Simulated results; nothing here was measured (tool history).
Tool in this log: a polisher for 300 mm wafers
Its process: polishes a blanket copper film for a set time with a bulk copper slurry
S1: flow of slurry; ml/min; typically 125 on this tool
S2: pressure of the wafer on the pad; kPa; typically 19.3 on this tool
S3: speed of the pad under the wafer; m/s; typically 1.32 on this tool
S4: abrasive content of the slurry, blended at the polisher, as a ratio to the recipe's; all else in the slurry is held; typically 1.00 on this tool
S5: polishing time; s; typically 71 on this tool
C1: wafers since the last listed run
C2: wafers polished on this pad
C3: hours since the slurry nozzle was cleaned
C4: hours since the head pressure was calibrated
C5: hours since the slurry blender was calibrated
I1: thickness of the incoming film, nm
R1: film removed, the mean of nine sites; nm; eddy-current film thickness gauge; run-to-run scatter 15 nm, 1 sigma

run	day	S1	S2	S3	S4	S5	C1	C2	C3	C4	C5	I1	R1
1	0.000	125	19.3	1.32	1.00	71	0	468	332.0	693.9	397.4	2703.8	869.7
2	1.025	125	19.3	1.32	1.00	71	270	738	356.6	718.5	422.0	2681.8	856.9
# day 1.383: slurry blender recalibrated
3	2.004	125	14.5	1.32	0.85	71	236	974	380.1	742.0	14.9	2713.1	655.1
4	2.704	100	19.3	1.32	1.00	71	184	1159	396.9	758.8	31.7	2698.7	826.0
5	3.362	100	19.3	1.32	1.00	71	173	1332	412.7	774.6	47.5	2716.6	830.8
# day 3.542: worn pad replaced by a new one
6	5.775	100	19.3	1.32	1.00	71	592	588	470.6	832.5	105.4	2731.5	808.5
7	7.229	155	16.5	1.32	1.00	71	383	971	505.5	867.4	140.3	2718.7	793.2
8	8.671	155	16.5	1.32	1.00	71	380	1351	540.1	902.0	174.9	2748.3	772.2
# day 9.154: worn pad replaced by a new one
9	10.004	125	19.3	1.32	1.00	71	307	224	572.1	934.0	206.9	2768.7	828.9
10	11.033	125	19.3	1.32	1.00	71	271	495	596.8	958.7	231.6	2742.6	844.1
# day 12.842: slurry nozzle cleaned
# day 13.992: worn pad replaced by a new one
11	14.908	125	19.3	1.32	1.00	71	966	241	49.6	1051.7	324.6	2675.4	935.6
# day 15.617: head pressure recalibrated
12	16.204	100	19.3	1.32	1.00	71	319	561	80.7	14.1	355.7	2708.4	872.6
13	17.858	125	12.4	0.96	1.00	71	436	997	120.4	53.8	395.4	2725.5	424.6
# day 18.058: slurry blender recalibrated
14	19.283	125	19.3	1.20	1.15	87	353	1351	154.6	88.0	29.4	2695.3	1109.7
# day 19.796: worn pad replaced by a new one
15	20.188	125	19.3	1.46	1.00	71	194	103	176.3	109.7	51.1	2740.3	1052.0
16	20.729	125	17.2	1.32	1.00	71	142	246	189.3	122.7	64.1	2722.3	845.1
17	21.850	155	13.1	1.62	1.00	56	295	542	216.2	149.6	91.0	2680.6	645.3
18	23.042	160	24.1	1.02	1.15	71	314	856	244.8	178.2	119.6	2737.1	961.7
19	23.671	125	19.3	1.32	1.10	71	165	1022	259.9	193.3	134.7	2721.5	931.2
# day 24.600: worn pad replaced by a new one
20	24.621	155	13.1	1.62	1.00	56	206	5	282.7	216.1	157.5	2766.7	619.5
21	25.267	125	19.3	1.32	1.00	71	170	176	298.2	231.6	173.0	2675.1	906.4
22	26.596	125	19.3	1.32	1.00	71	350	526	330.1	263.5	204.9	2708.3	868.9

Run 23 is up next; what results do you expect?
23	27.375	95	13.1	1.32	1.00	71	205	731	348.8	282.2	223.6	2685.8	?

Run 23 gave R1 532.0 nm.
Minus the tool's unlogged condition, the same run would have read R1 677.5 nm.
